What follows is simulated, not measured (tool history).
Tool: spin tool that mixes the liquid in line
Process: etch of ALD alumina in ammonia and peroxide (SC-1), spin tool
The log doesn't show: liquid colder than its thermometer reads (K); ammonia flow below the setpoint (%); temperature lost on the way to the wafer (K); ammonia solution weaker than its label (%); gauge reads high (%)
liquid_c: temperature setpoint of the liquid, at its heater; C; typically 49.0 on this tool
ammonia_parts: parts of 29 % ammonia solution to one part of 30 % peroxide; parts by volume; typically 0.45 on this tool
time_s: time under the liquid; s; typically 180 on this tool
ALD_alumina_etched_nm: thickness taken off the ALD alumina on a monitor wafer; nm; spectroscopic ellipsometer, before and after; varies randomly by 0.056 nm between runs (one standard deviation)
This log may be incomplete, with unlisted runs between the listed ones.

run	day	liquid_c	ammonia_parts	time_s	wafers since the last listed run	hours since the thermometer was replaced	hours since the ammonia flow meter was replaced	hours since the heated supply line was repaired	hours since the drum of ammonia solution was connected	hours since the gauge calibration	read-back film thickness of the ALD alumina reference wafer, read on the same gauge (nm)	ALD_alumina_etched_nm
1	0.000	42.5	0.45	270	0	1370.4	2098.3	52.7	161.2	134.9	149.96	7.43
# day 1.042: ammonia flow meter replaced
2	2.542	46.5	0.45	180	390	1431.4	36.0	113.7	222.2	195.9	149.96	6.25
3	4.162	49.0	0.40	180	253	1470.3	74.9	152.6	261.1	234.8	150.07	7.06
4	8.125	49.0	0.40	180	619	1565.4	170.0	247.7	356.2	329.9	150.01	7.08
5	10.779	56.0	0.45	210	414	1629.1	233.7	311.4	419.9	393.6	150.00	12.02
6	13.650	56.0	0.45	210	448	1698.0	302.6	380.3	488.8	462.5	149.96	12.23
7	16.571	49.0	0.45	180	456	1768.1	372.7	450.4	558.9	532.6	150.06	7.08
8	19.000	49.0	0.45	240	379	1826.4	431.0	508.7	617.2	590.9	149.97	9.29
9	23.379	49.0	0.65	180	684	1931.5	536.1	613.8	722.3	696.0	150.00	7.24
10	25.075	39.5	0.45	255	265	1972.2	576.8	654.5	763.0	736.7	150.06	5.77
11	26.804	53.5	0.45	180	270	2013.7	618.3	696.0	804.5	778.2	149.98	8.91
12	28.950	56.5	0.65	85	335	2065.2	669.8	747.5	856.0	829.7	150.03	5.21
13	31.954	49.0	0.45	180	469	2137.3	741.9	819.6	928.1	901.8	149.97	7.12
14	36.221	49.0	0.35	95	666	2239.7	844.3	922.0	1030.5	1004.2	150.03	3.59
# day 38.758: new drum of ammonia solution connected
15	39.233	42.5	0.30	265	464	2312.0	916.6	994.3	11.4	1076.5	150.01	6.79
# day 39.496: thermometer replaced
16	43.179	44.5	0.60	180	610	88.4	1011.3	1089.0	106.1	1171.2	149.97	5.86
17	45.262	42.5	0.45	270	325	138.4	1061.3	1139.0	156.1	1221.2	150.00	7.70
18	49.496	40.0	0.25	130	661	240.0	1162.9	1240.6	257.7	1322.8	149.97	2.96
19	52.996	49.0	0.45	180	547	324.0	1246.9	1324.6	341.7	1406.8	150.00	7.32
20	63.267	45.5	0.30	90	1605	570.5	1493.4	1571.1	588.2	1653.3	150.02	2.90
21	65.450	49.0	0.45	180	341	622.9	1545.8	1623.5	640.6	1705.7	149.97	7.31
22	67.858	49.0	0.45	180	376	680.7	1603.6	1681.3	698.4	1763.5	149.96	7.24
23	72.350	39.5	0.45	210	702	788.5	1711.4	1789.1	806.2	1871.3	149.99	4.93
24	74.525	49.0	0.45	180	339	840.7	1763.6	1841.3	858.4	1923.5	149.98	7.27
25	76.608	41.5	0.30	180	325	890.7	1813.6	1891.3	908.4	1973.5	150.00	4.52

What if the next run were any one of these 4? Each begins from the tool's condition after run 25:
A	76.629	53.0	0.45	180	3	891.2	1814.1	1891.8	908.9	1974.0	?	?
B	76.629	57.0	0.45	270	3	891.2	1814.1	1891.8	908.9	1974.0	?	?
C	76.629	45.0	0.45	180	3	891.2	1814.1	1891.8	908.9	1974.0	?	?
D	76.629	57.0	0.45	100	3	891.2	1814.1	1891.8	908.9	1974.0	?	?

run	read-back film thickness of the ALD alumina reference wafer, read on the same gauge (nm)	ALD_alumina_etched_nm
A	149.97	8.96
B	149.97	16.63
C	149.97	5.74
D	149.97	6.16
With the hidden condition removed and each run's random variation left untouched, the same runs would have given:
run	ALD_alumina_etched_nm
A	9.19
B	17.05
C	5.90
D	6.31

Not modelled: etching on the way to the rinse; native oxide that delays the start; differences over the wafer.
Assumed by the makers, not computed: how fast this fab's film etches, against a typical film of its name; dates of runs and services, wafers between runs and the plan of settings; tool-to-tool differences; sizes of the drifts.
